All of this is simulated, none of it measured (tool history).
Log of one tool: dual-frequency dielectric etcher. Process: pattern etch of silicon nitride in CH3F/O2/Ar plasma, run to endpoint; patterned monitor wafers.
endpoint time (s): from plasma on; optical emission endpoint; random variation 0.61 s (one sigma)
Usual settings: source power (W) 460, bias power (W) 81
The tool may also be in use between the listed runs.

run,day,source power (W),bias power (W),"incoming incoming film thickness, nm",endpoint time (s)
1,0,460,81,59.4,80
2,0.362,460,81,58.3,79.1
3,0.817,460,81,58.9,80.2
4,1.371,460,81,58.7,80.4
# day 2.783: upper electrode replaced
5,2.804,460,81,59.5,80.8
6,2.817,460,81,58.9,79.3
7,2.983,460,81,58.5,80.1
8,3.508,460,81,58.8,81.6
9,3.983,460,81,58.7,80.5
10,4.708,460,81,58.7,81.3
11,5.371,460,81,58.3,79.9
# day 6.988: wet clean of the chamber
12,7.008,460,81,59.3,77.8
13,7.025,460,81,58.5,76.9
14,7.092,380,63,59.1,93.2
15,7.421,520,96,59.1,69.2
# day 7.671: bias power generator calibrated
16,7.692,460,81,59.2,78
17,8.154,370,69,58.6,91
18,8.633,520,81,58.4,72.6
19,8.912,560,89,58.7,68.3
20,9.438,460,81,59,78.3
21,10.2,520,81,58.9,72.5
22,10.858,460,81,59.2,78.3
# day 11.525: source power generator calibrated
23,11.546,370,81,58.9,88.4
24,12.067,460,62,59.1,87.5
25,12.483,410,95,59.4,78
26,12.95,390,89,58.9,82.6
27,13.317,340,64,58.9,100.6
28,14.046,500,75,59.3,79.2
29,14.729,460,81,59.1,79.7
30,15.188,460,81,58.5,78.9
31,15.85,400,95,59.6,80.7
32,16.338,460,81,58.9,79.5
33,16.746,460,81,58,78.1
34,17.088,350,81,59.3,90.9
35,17.442,460,81,58.6,79.7
36,17.917,420,92,58.8,79.3

3 ways to go on from here, each from the tool as it stands after run 36. What would each give?
A,17.933,400,81,58.6,?
B,17.933,510,100,58.6,?
C,17.933,580,68,58.6,?

run,endpoint time (s)
A,85.9
B,70.8
C,77.2
Without the tool's hidden state the same runs would have given:
run,endpoint time (s)
A,82.4
B,68
C,74
